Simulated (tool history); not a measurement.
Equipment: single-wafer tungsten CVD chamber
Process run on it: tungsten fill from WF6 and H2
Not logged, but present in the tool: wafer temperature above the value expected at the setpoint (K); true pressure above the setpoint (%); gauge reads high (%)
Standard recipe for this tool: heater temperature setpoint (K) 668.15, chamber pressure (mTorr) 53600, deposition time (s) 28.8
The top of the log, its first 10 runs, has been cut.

| run | day | heater temperature setpoint (K) | chamber pressure (mTorr) | deposition time (s) | wafers since the last listed run | hours since the last thermocouple change | hours since the last manometer calibration | hours since the showerhead was replaced | hours since the gauge calibration | read-back reference wafer on the same gauge, thickness_nm | mean film thickness on the monitor wafer (nm) |
|---|---|---|---|---|---|---|---|---|---|---|---|
|  | 18.488 | thermocouple changed; heater temperature recalibrated |
| 11 | 19.471 | 668.15 | 50200 | 26.1 | 836 | 23.6 | 1443 | 4151.4 | 1064.5 | 114.967 | 85.226 |
| 12 | 21.242 | 668.15 | 53600 | 28.8 | 660 | 66.1 | 1485.5 | 4193.9 | 1107 | 115.018 | 95.861 |
| 13 | 23.329 | 668.15 | 53600 | 28.8 | 779 | 116.2 | 1535.6 | 4244 | 1157.1 | 115.002 | 96.245 |
|  | 24.033 | capacitance manometer re-zeroed and calibrated |
| 14 | 26.15 | 668.15 | 53600 | 28.8 | 928 | 183.9 | 50.8 | 4311.7 | 1224.8 | 114.955 | 95.988 |
|  | 26.696 | showerhead replaced |
| 15 | 28.179 | 668.15 | 65500 | 28.8 | 632 | 232.6 | 99.5 | 35.6 | 1273.5 | 115.005 | 102.659 |
| 16 | 30.379 | 668.15 | 53600 | 28.8 | 821 | 285.4 | 152.3 | 88.4 | 1326.3 | 114.989 | 96.169 |
| 17 | 32.417 | 668.15 | 53600 | 28.8 | 760 | 334.3 | 201.2 | 137.3 | 1375.2 | 115.011 | 95.534 |
|  | 34.35 | gauge calibrated |
| 18 | 34.683 | 668.15 | 53600 | 28.8 | 845 | 388.7 | 255.6 | 191.7 | 8 | 115.024 | 95.372 |
| 19 | 36.908 | 668.15 | 53600 | 28.8 | 830 | 442.1 | 309 | 245.1 | 61.4 | 115.012 | 95.032 |
| 20 | 38.8 | 660.15 | 53600 | 30.8 | 705 | 487.5 | 354.4 | 290.5 | 106.8 | 114.951 | 89.24 |
| 21 | 40.9 | 676.15 | 57700 | 26.2 | 783 | 537.9 | 404.8 | 340.9 | 157.2 | 115.003 | 101.546 |
| 22 | 43.138 | 661.15 | 53600 | 24.2 | 835 | 591.6 | 458.5 | 394.6 | 210.9 | 114.987 | 71.199 |
| 23 | 45.6 | 668.15 | 53600 | 28.8 | 919 | 650.7 | 517.6 | 453.7 | 270 | 114.949 | 95.182 |
| 24 | 47.042 | 658.15 | 53600 | 28.8 | 538 | 685.3 | 552.2 | 488.3 | 304.6 | 115.001 | 80.452 |
| 25 | 48.412 | 681.15 | 63800 | 30.9 | 511 | 718.2 | 585.1 | 521.2 | 337.5 | 114.981 | 134.182 |
| 26 | 49.888 | 674.15 | 53600 | 25 | 550 | 753.6 | 620.5 | 556.6 | 372.9 | 115.093 | 91.556 |
| 27 | 52.338 | 655.15 | 63300 | 24.7 | 914 | 812.4 | 679.3 | 615.4 | 431.7 | 114.913 | 69.479 |
| 28 | 55.075 | 681.15 | 42300 | 25.5 | 1021 | 878.1 | 745 | 681.1 | 497.4 | 114.962 | 95.499 |
| 29 | 57.308 | 668.15 | 66800 | 27.2 | 833 | 931.7 | 798.6 | 734.7 | 551 | 114.95 | 97.21 |
| 30 | 59.929 | 668.15 | 53600 | 28.8 | 978 | 994.6 | 861.5 | 797.6 | 613.9 | 115.077 | 95.318 |
| 31 | 61.088 | 654.15 | 58600 | 26.5 | 432 | 1022.4 | 889.3 | 825.4 | 641.7 | 115.019 | 71.202 |
| 32 | 62.825 | 668.15 | 53600 | 30.9 | 648 | 1064.1 | 931 | 867.1 | 683.4 | 115.011 | 101.918 |
| 33 | 64.392 | 668.15 | 53600 | 28.8 | 584 | 1101.7 | 968.6 | 904.7 | 721 | 115.045 | 95.061 |
| 34 | 65.575 | 668.15 | 53600 | 28.8 | 441 | 1130.1 | 997 | 933.1 | 749.4 | 115.052 | 95.121 |

Below are 4 alternative next runs, each starting from the tool's condition after run 34. Predict each:
| A | 65.592 | 668.15 | 53600 | 28.8 | 6 | 1130.5 | 997.4 | 933.5 | 749.8 | ? | ? |
| B | 65.592 | 663.15 | 53600 | 28.8 | 6 | 1130.5 | 997.4 | 933.5 | 749.8 | ? | ? |
| C | 65.592 | 668.15 | 53600 | 24.9 | 6 | 1130.5 | 997.4 | 933.5 | 749.8 | ? | ? |
| D | 65.592 | 676.15 | 48100 | 28.8 | 6 | 1130.5 | 997.4 | 933.5 | 749.8 | ? | ? |

| run | read-back reference wafer on the same gauge, thickness_nm | mean film thickness on the monitor wafer (nm) |
|---|---|---|
| A | 114.927 | 95.228 |
| B | 114.927 | 87.602 |
| C | 114.927 | 82.283 |
| D | 114.927 | 104.489 |
With no hidden state in the tool, these same runs would have given:
| run | mean film thickness on the monitor wafer (nm) |
|---|---|
| A | 96.312 |
| B | 88.612 |
| C | 83.219 |
| D | 105.611 |
